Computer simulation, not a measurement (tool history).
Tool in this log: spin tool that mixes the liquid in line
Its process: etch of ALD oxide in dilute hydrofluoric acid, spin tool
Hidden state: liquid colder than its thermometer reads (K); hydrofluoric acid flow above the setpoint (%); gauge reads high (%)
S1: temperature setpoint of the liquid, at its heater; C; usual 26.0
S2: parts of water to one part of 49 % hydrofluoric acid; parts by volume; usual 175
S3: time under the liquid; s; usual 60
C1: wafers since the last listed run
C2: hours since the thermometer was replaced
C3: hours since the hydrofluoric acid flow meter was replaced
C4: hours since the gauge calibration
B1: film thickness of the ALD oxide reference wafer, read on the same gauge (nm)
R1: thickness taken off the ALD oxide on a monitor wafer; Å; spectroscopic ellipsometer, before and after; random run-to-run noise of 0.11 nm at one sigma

run    hour    S1   S2  S3    C1      C2      C3      C4     B1     R1
  1     0.0  27.5  175  60     0  1406.1   410.9   357.3  41.30  129.1
  2    40.6  27.5  175  60   413  1446.7   451.5   397.9  41.34  130.1
  3    77.5  26.0  175  60   376  1483.6   488.4   434.8  41.43  124.1
  4   116.2  26.0  175  60   394  1522.3   527.1   473.5  41.54  124.6
  5   146.3  26.0  175  60   306  1552.4   557.2   503.6  41.54  124.0
  6   214.3  30.0  175  60   693  1620.4   625.2   571.6  41.66  142.1
  7   250.2  30.0  175  60   365  1656.3   661.1   607.5  41.73  143.3
  8   287.4  30.0  175  60   379  1693.5   698.3   644.7  41.76  144.6
  9   355.6  26.0  175  60   695  1761.7   766.5   712.9  41.82  124.4
 10   424.0  26.0  175  60   697  1830.1   834.9   781.3  41.86  126.8
 11   488.6  26.0  175  60   658  1894.7   899.5   845.9  41.95  123.5
 12   547.0  26.0  225  35   595  1953.1   957.9   904.3  41.97   53.5
 13   610.6  26.0  225  35   648  2016.7  1021.5   967.9  42.04   53.5
 14   640.9  26.0  225  35   308  2047.0  1051.8   998.2  42.02   54.2
 15   712.2  27.5  175  70   726  2118.3  1123.1  1069.5  42.07  156.2
 16   759.7  27.5  175  70   484  2165.8  1170.6  1117.0  42.08  154.4
 17   786.3  26.0  175  60   271  2192.4  1197.2  1143.6  42.10  123.2
 18   820.5  26.0  175  60   348  2226.6  1231.4  1177.8  42.12  126.6
 19   846.8  24.0  115  90   268  2252.9  1257.7  1204.1  42.06  286.5
 20   916.8  26.0  175  60   713  2322.9  1327.7  1274.1  42.15  124.2
      932.4  -- thermometer replaced
 21   987.9  23.5  235  45   714    55.5  1398.8  1345.2  42.14   61.3
     1028.8  -- gauge calibrated
 22  1046.5  26.0  175  60   597   114.1  1457.4    17.7  40.26  119.9
     1050.9  -- hydrofluoric acid flow meter replaced
 23  1075.7  29.0  175  60   287   143.3    24.8    46.9  40.37  133.5
 24  1117.3  24.5  240  30   424   184.9    66.4    88.5  40.55   39.1
 25  1148.8  26.0  175  60   321   216.4    97.9   120.0  40.66  122.1
 26  1204.3  30.0  205  60   565   271.9   153.4   175.5  40.86  114.5
 27  1312.0  26.0  175  30  1097   379.6   261.1   283.2  41.19   62.5
 28  1338.7  22.0  175  45   272   406.3   287.8   309.9  41.26   79.0

What does the tool deliver on the next run?
 29  1387.5  30.0  240  90  497  455.1  336.6  358.7   ?   ?

B1: 41.38
R1: 145.4 Å
With no hidden state in the tool, this same run would have given R1 140.6 Å.

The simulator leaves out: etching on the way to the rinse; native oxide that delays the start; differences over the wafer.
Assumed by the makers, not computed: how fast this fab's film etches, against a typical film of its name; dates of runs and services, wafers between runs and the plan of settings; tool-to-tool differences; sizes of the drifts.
